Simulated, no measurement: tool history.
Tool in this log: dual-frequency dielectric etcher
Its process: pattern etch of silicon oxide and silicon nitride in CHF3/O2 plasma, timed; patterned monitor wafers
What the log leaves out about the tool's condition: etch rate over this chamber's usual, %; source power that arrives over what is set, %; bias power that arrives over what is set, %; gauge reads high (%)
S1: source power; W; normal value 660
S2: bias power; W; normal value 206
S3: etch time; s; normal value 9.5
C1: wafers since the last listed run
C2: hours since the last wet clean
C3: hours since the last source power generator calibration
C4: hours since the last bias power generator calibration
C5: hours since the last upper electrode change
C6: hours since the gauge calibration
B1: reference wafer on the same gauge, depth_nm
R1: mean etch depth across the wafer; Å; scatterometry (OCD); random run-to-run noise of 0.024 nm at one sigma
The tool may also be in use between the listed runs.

run	day	S1	S2	S3	C1	C2	C3	C4	C5	C6	B1	R1
1	0	660	206	9.5	0	455.4	3163.9	5108.8	2956.9	254.3	13.6	157
2	0.788	660	206	8	226	474.3	3182.8	5127.7	2975.8	273.2	13.6	132.8
3	1.642	660	206	9.5	246	494.8	3203.3	5148.2	2996.3	293.7	13.6	157.8
4	2.542	660	206	9.5	259	516.4	3224.9	5169.8	3017.9	315.3	13.6	157.8
5	3.571	660	206	9.5	296	541.1	3249.6	5194.5	3042.6	340	13.6	157.5
6	4.571	600	206	9.5	288	565.1	3273.6	5218.5	3066.6	364	13.61	152
# day 6.817: wet clean of the chamber
7	6.838	600	206	9.5	364	0.5	3328	5272.9	3121	418.4	13.6	149.7
8	7.458	600	206	9.5	178	15.4	3342.9	5287.8	3135.9	433.3	13.6	149.8
9	8.175	660	206	9.5	206	32.6	3360.1	5305	3153.1	450.5	13.6	155.7
10	9.129	660	206	9.5	274	55.5	3383	5327.9	3176	473.4	13.6	156.1
11	9.675	660	206	11	157	68.6	3396.1	5341	3189.1	486.5	13.6	180.7
12	10.342	710	206	10.5	192	84.6	3412.1	5357	3205.1	502.5	13.6	177.3
13	10.954	660	206	9.5	176	99.3	3426.8	5371.7	3219.8	517.2	13.6	156
14	12.129	520	240	7	338	127.5	3455	5399.9	3248	545.4	13.6	107.6
# day 13.233: upper electrode replaced
# day 13.367: source power generator calibrated
15	13.388	590	163	10.5	35	157.7	0.5	5430.1	3.7	575.6	13.6	161.4
# day 13.675: bias power generator calibrated
16	14.025	660	206	9.5	135	173	15.8	8.4	19	590.9	13.61	159.9
17	14.596	770	166	8	164	186.7	29.5	22.1	32.7	604.6	13.6	137.6
# day 15.388: gauge calibrated
18	15.708	750	206	10.5	320	213.4	56.2	48.8	59.4	7.7	13.6	185.8
19	16.988	660	206	9.5	368	244.1	86.9	79.5	90.1	38.4	13.6	159.8
20	17.633	660	206	9.5	186	259.6	102.4	95	105.6	53.9	13.6	160
21	19.004	660	206	9.5	394	292.5	135.3	127.9	138.5	86.8	13.6	159.7
22	19.792	660	235	10.5	226	311.4	154.2	146.8	157.4	105.7	13.6	181.4
23	20.5	660	180	11.5	204	328.4	171.2	163.8	174.4	122.7	13.6	188.9
24	21.338	660	206	9.5	241	348.5	191.3	183.9	194.5	142.8	13.61	160
25	22.608	800	206	9.5	366	379	221.8	214.4	225	173.3	13.6	173
26	23.625	700	183	7	292	403.4	246.2	238.8	249.4	197.7	13.6	118.3
27	24.458	800	206	8	240	423.4	266.2	258.8	269.4	217.7	13.6	145.5
28	25.746	660	206	12	370	454.3	297.1	289.7	300.3	248.6	13.6	202.5
29	26.367	660	206	9.5	178	469.2	312	304.6	315.2	263.5	13.6	160.2
30	27.762	660	206	9.5	402	502.7	345.5	338.1	348.7	297	13.6	160.3
# day 28.912: wet clean of the chamber
31	28.933	780	225	12.5	49	0.5	373.6	366.2	376.8	325.1	13.6	228.1

Difference, measured minus no-hidden-state, one row per run. Run-to-run variation is common to both terms; the gauge's own scatter need not be:
run	R1
1	-1.5
2	-1.3
3	-1.5
4	-1.4
5	-1.5
6	-1.3
7	-3
8	-3
9	-3.1
10	-3.1
11	-3.7
12	-3.6
13	-3.1
14	-2.1
15	+0.5
16	+0.5
17	+0.5
18	+0.8
19	+0.7
20	+0.7
21	+0.9
22	+1
23	+1.1
24	+1
25	+1.2
26	+0.9
27	+1.1
28	+1.6
29	+1.3
30	+1.4
31	+0.5

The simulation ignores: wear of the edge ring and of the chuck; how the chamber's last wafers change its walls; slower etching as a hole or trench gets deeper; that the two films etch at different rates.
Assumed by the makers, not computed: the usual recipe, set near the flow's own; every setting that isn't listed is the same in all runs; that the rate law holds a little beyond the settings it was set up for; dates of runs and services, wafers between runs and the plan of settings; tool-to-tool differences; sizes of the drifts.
